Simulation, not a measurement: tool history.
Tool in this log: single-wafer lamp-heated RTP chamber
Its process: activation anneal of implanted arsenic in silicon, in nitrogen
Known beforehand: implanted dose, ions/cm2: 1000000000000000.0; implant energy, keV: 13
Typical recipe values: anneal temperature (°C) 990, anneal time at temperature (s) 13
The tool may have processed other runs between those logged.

run	day	anneal temperature (°C)	anneal time at temperature (s)	wafers since the last listed run	wafers since the last pyrometer calibration	wafers since the reflector plate was cleaned	hours since the gauge calibration	read-back reference wafer on the same gauge, sheet resistance	sheet resistance of the implanted and annealed layer (ohm/square)
1	0.000	990	13	0	839	6966	178.0	204.28	161.70
2	1.367	990	11	574	1414	7541	210.8	204.06	163.58
3	2.404	990	11	436	1851	7977	235.7	204.02	161.35
4	3.188	990	11	329	2180	8307	254.5	204.34	162.77
5	4.096	1006	9	382	2562	8689	276.3	204.02	156.07
6	5.121	1006	9	431	2993	9120	300.9	203.96	154.92
7	5.654	1005	13	224	3217	9344	313.7	203.87	149.17
# day 7.004: pyrometer window cleaned and pyrometer calibrated
8	7.025	1005	13	436	8	9780	346.6	204.08	155.96
9	7.583	978	13	234	243	10015	360.0	203.93	170.86
10	8.454	1004	13	366	609	10381	380.9	203.99	153.94
11	9.329	1004	13	368	977	10749	401.9	204.50	154.44
12	10.138	990	13	339	1317	11089	421.3	204.20	160.87
13	11.621	990	13	623	1941	11713	456.9	203.63	159.67
14	12.838	990	13	511	2452	12225	486.1	204.21	159.37
15	13.825	990	13	415	2868	12640	509.8	204.37	160.88
16	14.417	990	13	248	3117	12889	524.0	204.47	159.79
17	15.783	1001	17	574	3691	13464	556.8	203.92	146.68
# day 16.521: reflector plate cleaned
# day 16.800: pyrometer window cleaned and pyrometer calibrated
18	17.229	1019	13	349	180	180	591.5	204.36	152.84
# day 18.579: gauge calibrated
19	18.629	965	10	588	769	769	1.2	203.99	185.17
20	20.079	967	13	609	1379	1379	36.0	204.23	176.78
21	20.988	1013	6	382	1761	1761	57.8	204.19	164.87
22	22.379	1005	13	585	2346	2346	91.2	204.46	152.95
23	23.058	971	8	285	2632	2632	107.5	203.98	178.73
24	23.796	990	13	310	2942	2942	125.2	204.33	160.32
25	24.721	975	20	389	3331	3331	147.4	204.14	159.17
# day 25.883: pyrometer window cleaned and pyrometer calibrated
26	25.904	976	13	357	9	3688	175.8	203.98	174.21
27	26.921	990	13	427	437	4116	200.2	204.14	163.05
28	28.012	990	6	459	896	4575	226.4	203.84	175.76
29	29.000	990	8	415	1311	4990	250.1	204.07	169.44
30	30.233	1002	18	518	1830	5509	279.7	204.52	146.99
31	31.479	990	15	523	2354	6033	309.6	203.94	156.24
32	33.104	1002	16	683	3037	6716	348.6	204.02	147.99
33	33.842	990	13	310	3347	7026	366.3	203.93	158.54
# day 36.138: pyrometer window cleaned and pyrometer calibrated
34	36.158	971	8	834	9	7861	421.9	203.97	183.00
35	36.888	979	13	306	315	8167	439.4	203.73	169.46
36	37.900	990	13	425	741	8593	463.7	203.93	161.24
37	38.979	977	6	453	1195	9047	489.6	203.85	180.80
38	39.583	966	10	254	1449	9301	504.1	204.18	177.47

Per-run results on a tool with no hidden state, each run keeping its own random variation:
The tool's hidden condition here consists of: true wafer temperature minus pyrometer reading, K; wafer temperature error from the tarnished reflector plate, K; gauge reads high (%).
run	sheet resistance of the implanted and annealed layer (ohm/square)
1	170.41
2	173.47
3	171.90
4	173.87
5	167.04
6	166.14
7	160.88
8	160.81
9	176.83
10	161.53
11	163.24
12	170.67
13	170.51
14	170.78
15	172.74
16	171.73
17	158.58
18	154.53
19	189.42
20	183.23
21	171.77
22	161.62
23	186.68
24	170.00
25	169.75
26	178.12
27	169.40
28	182.62
29	177.83
30	157.25
31	167.58
32	159.50
33	170.48
34	187.13
35	175.74
36	169.41
37	188.60
38	186.38

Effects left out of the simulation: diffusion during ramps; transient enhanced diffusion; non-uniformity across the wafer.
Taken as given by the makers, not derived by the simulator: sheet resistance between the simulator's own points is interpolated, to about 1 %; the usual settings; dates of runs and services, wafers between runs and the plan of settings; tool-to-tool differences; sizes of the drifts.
